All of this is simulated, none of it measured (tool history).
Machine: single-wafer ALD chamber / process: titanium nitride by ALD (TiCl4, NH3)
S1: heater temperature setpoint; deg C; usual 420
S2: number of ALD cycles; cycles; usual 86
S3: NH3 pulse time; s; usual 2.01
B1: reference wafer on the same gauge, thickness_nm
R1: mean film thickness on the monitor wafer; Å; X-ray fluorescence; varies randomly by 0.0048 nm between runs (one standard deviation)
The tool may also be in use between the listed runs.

run 1 hour=0 | S1=413 S2=86 S3=2.57 | B1=2.252 | R1=19.26
run 2 hour=37.4 | S1=420 S2=86 S3=2.01 | B1=2.254 | R1=19.14
run 3 hour=102.5 | S1=420 S2=86 S3=2.01 | B1=2.256 | R1=19.16
run 4 hour=182.4 | S1=420 S2=86 S3=2.01 | B1=2.257 | R1=19.1
run 5 hour=282.5 | S1=420 S2=86 S3=2.01 | B1=2.26 | R1=19.19
run 6 hour=323.3 | S1=420 S2=86 S3=2.01 | B1=2.263 | R1=19.24
run 7 hour=411.1 | S1=420 S2=86 S3=2.01 | B1=2.265 | R1=19.12
run 8 hour=562.2 | S1=420 S2=86 S3=1.64 | B1=2.272 | R1=19.26
run 9 hour=599.6 | S1=420 S2=86 S3=2.01 | B1=2.272 | R1=19.3
run 10 hour=691.3 | S1=420 S2=86 S3=2.4 | B1=2.282 | R1=19.42
run 11 hour=760.4 | S1=420 S2=86 S3=2.4 | B1=2.287 | R1=19.47
run 12 hour=821.6 | S1=420 S2=95 S3=2.01 | B1=2.289 | R1=21.49
run 13 hour=861.4 | S1=420 S2=86 S3=1.64 | B1=2.292 | R1=19.27
run 14 hour=904.1 | S1=435 S2=79 S3=2.43 | B1=2.295 | R1=17.93
-- hour=931.3 gauge calibrated
run 15 hour=1011.7 | S1=426 S2=78 S3=1.46 | B1=2.25 | R1=17.23
run 16 hour=1052.1 | S1=428 S2=73 S3=1.42 | B1=2.251 | R1=16.1
run 17 hour=1131.6 | S1=416 S2=86 S3=1.44 | B1=2.251 | R1=18.83
run 18 hour=1196.5 | S1=411 S2=102 S3=2.37 | B1=2.254 | R1=22.73
-- hour=1208.7 thermocouple changed; heater temperature recalibrated
run 19 hour=1282.8 | S1=425 S2=92 S3=2.01 | B1=2.255 | R1=20.49
-- hour=1312.6 showerhead replaced
run 20 hour=1351.1 | S1=420 S2=93 S3=2.01 | B1=2.256 | R1=20.72
run 21 hour=1433.9 | S1=420 S2=86 S3=2.01 | B1=2.258 | R1=19.18
run 22 hour=1536.3 | S1=426 S2=86 S3=1.3 | B1=2.262 | R1=19.04
run 23 hour=1623 | S1=420 S2=86 S3=2.01 | B1=2.268 | R1=19.25
run 24 hour=1686.8 | S1=420 S2=86 S3=2.01 | B1=2.269 | R1=19.23

For some of the steps in R1 from one run to the next: how much would appear even if the tool had no hidden state, given the settings, what came in and random variation, and how much remains for the hidden state plus any gauge scatter that the measured result and the result without hidden state don't share?
The hidden state here: wafer temperature above the value expected at the setpoint (K); gauge reads high (%).
Run 7 -> 8: S3 2.01 -> 1.64. R1 +0.14 Å: hidden state +0.07, all else +0.07.
Run 14 -> 15: S1 435 -> 426, S2 79 -> 78, S3 2.43 -> 1.46, gauge calibrated. R1 -0.7 Å: hidden state -0.34, all else -0.36.
Run 16 -> 17: S1 428 -> 416, S2 73 -> 86, S3 1.42 -> 1.44. R1 +2.73 Å: hidden state +0.01, all else +2.72.
Run 17 -> 18: S1 416 -> 411, S2 86 -> 102, S3 1.44 -> 2.37. R1 +3.9 Å: hidden state +0.01, all else +3.89.

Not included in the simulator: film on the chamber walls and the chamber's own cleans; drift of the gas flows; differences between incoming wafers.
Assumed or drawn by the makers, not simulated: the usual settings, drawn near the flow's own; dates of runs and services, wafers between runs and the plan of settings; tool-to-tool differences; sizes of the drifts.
